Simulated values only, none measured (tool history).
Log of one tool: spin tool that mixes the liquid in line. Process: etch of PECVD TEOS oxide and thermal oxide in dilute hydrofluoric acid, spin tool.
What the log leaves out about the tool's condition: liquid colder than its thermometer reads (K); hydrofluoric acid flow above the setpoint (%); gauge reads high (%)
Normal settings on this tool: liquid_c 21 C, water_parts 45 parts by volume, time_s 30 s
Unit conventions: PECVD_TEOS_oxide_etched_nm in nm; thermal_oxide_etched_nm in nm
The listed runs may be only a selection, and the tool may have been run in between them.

| run | hour | liquid_c | water_parts | time_s | wafers since the last listed run | hours since the thermometer was replaced | hours since the hydrofluoric acid flow meter was replaced | hours since the gauge calibration | read-back film thickness of the PECVD TEOS oxide reference wafer, read on the same gauge (nm) | read-back film thickness of the thermal oxide reference wafer, read on the same gauge (nm) | PECVD_TEOS_oxide_etched_nm | thermal_oxide_etched_nm |
|---|---|---|---|---|---|---|---|---|---|---|---|---|
| 1 | 0 | 24.5 | 45 | 30 | 0 | 2116 | 61.4 | 1993.4 | 50.03 | 60.01 | 17.83 | 3.679 |
| 2 | 196.1 | 24.5 | 45 | 30 | 2558 | 2312.1 | 257.5 | 2189.5 | 49.99 | 60.011 | 17.82 | 3.661 |
| 3 | 256.5 | 21 | 45 | 30 | 787 | 2372.5 | 317.9 | 2249.9 | 49.99 | 59.953 | 15.48 | 3.173 |
|  | 270.5 | gauge calibrated |
| 4 | 281 | 21 | 35 | 40 | 319 | 2397 | 342.4 | 10.5 | 50.01 | 59.992 | 26.86 | 5.525 |
| 5 | 336.2 | 21 | 65 | 30 | 720 | 2452.2 | 397.6 | 65.7 | 49.98 | 59.983 | 10.51 | 2.131 |
| 6 | 392.8 | 21 | 45 | 30 | 738 | 2508.8 | 454.2 | 122.3 | 50.02 | 59.992 | 15.57 | 3.145 |
|  | 512.5 | thermometer replaced |
| 7 | 525.1 | 21 | 45 | 30 | 1712 | 12.6 | 586.5 | 254.6 | 49.99 | 60.023 | 16.36 | 3.333 |
| 8 | 577.3 | 22.5 | 35 | 25 | 681 | 64.8 | 638.7 | 306.8 | 49.97 | 60.029 | 18.81 | 3.876 |
| 9 | 633.4 | 23.5 | 40 | 20 | 731 | 120.9 | 694.8 | 362.9 | 49.99 | 60.002 | 13.63 | 2.814 |
| 10 | 660.9 | 24 | 45 | 20 | 358 | 148.4 | 722.3 | 390.4 | 50 | 59.999 | 12.4 | 2.529 |
| 11 | 693.3 | 21 | 45 | 30 | 422 | 180.8 | 754.7 | 422.8 | 49.99 | 59.993 | 16.35 | 3.285 |
| 12 | 734.7 | 25 | 45 | 45 | 540 | 222.2 | 796.1 | 464.2 | 50.01 | 60.014 | 28.81 | 5.906 |
| 13 | 780.6 | 21 | 45 | 30 | 598 | 268.1 | 842 | 510.1 | 49.97 | 60.021 | 16.18 | 3.352 |
| 14 | 848.2 | 21 | 45 | 30 | 881 | 335.7 | 909.6 | 577.7 | 50.02 | 59.998 | 16.34 | 3.342 |
| 15 | 889.2 | 24 | 35 | 30 | 534 | 376.7 | 950.6 | 618.7 | 50.02 | 60.006 | 24.17 | 4.952 |
| 16 | 916.5 | 21 | 45 | 30 | 356 | 404 | 977.9 | 646 | 50.02 | 60.014 | 16.31 | 3.342 |
| 17 | 956.7 | 21 | 60 | 35 | 524 | 444.2 | 1018.1 | 686.2 | 50.01 | 60.047 | 14.17 | 2.851 |
| 18 | 1015.9 | 18.5 | 45 | 20 | 772 | 503.4 | 1077.3 | 745.4 | 50 | 60.006 | 9.73 | 1.982 |
| 19 | 1074.8 | 21 | 50 | 30 | 768 | 562.3 | 1136.2 | 804.3 | 49.98 | 59.978 | 14.59 | 2.964 |
| 20 | 1109.6 | 25 | 25 | 25 | 454 | 597.1 | 1171 | 839.1 | 50.03 | 59.975 | 29.9 | 6.041 |
| 21 | 1179.7 | 21 | 45 | 30 | 914 | 667.2 | 1241.1 | 909.2 | 50 | 60.031 | 16.27 | 3.306 |
| 22 | 1241 | 21 | 45 | 30 | 799 | 728.5 | 1302.4 | 970.5 | 50.02 | 60.003 | 16.2 | 3.333 |
| 23 | 1265.1 | 21 | 45 | 40 | 314 | 752.6 | 1326.5 | 994.6 | 50 | 60.018 | 21.93 | 4.438 |
| 24 | 1295.1 | 21 | 35 | 20 | 391 | 782.6 | 1356.5 | 1024.6 | 50 | 59.995 | 14.18 | 2.927 |
| 25 | 1363.7 | 21 | 45 | 30 | 894 | 851.2 | 1425.1 | 1093.2 | 50 | 59.988 | 16.26 | 3.373 |
| 26 | 1413.4 | 21 | 45 | 30 | 648 | 900.9 | 1474.8 | 1142.9 | 50.04 | 60.017 | 16.19 | 3.323 |
| 27 | 1473.3 | 21 | 30 | 30 | 781 | 960.8 | 1534.7 | 1202.8 | 50.03 | 59.987 | 24.89 | 5.07 |

For some of the steps in PECVD_TEOS_oxide_etched_nm from one run to the next: how much would appear even if the tool had no hidden state, given the settings, what came in and random variation, and how much remains for the hidden state plus any gauge scatter that the measured result and the result without hidden state don't share?
Run 4 -> 5: water_parts 35 -> 65, time_s 40 -> 30. PECVD_TEOS_oxide_etched_nm -16.35 nm: hidden state +0.75, all else -17.1.
Run 6 -> 7: thermometer replaced. PECVD_TEOS_oxide_etched_nm +0.79 nm: hidden state +0.87, all else -0.08.
Run 19 -> 20: liquid_c 21 -> 25, water_parts 50 -> 25, time_s 30 -> 25. PECVD_TEOS_oxide_etched_nm +15.31 nm: hidden state +0.12, all else +15.19.

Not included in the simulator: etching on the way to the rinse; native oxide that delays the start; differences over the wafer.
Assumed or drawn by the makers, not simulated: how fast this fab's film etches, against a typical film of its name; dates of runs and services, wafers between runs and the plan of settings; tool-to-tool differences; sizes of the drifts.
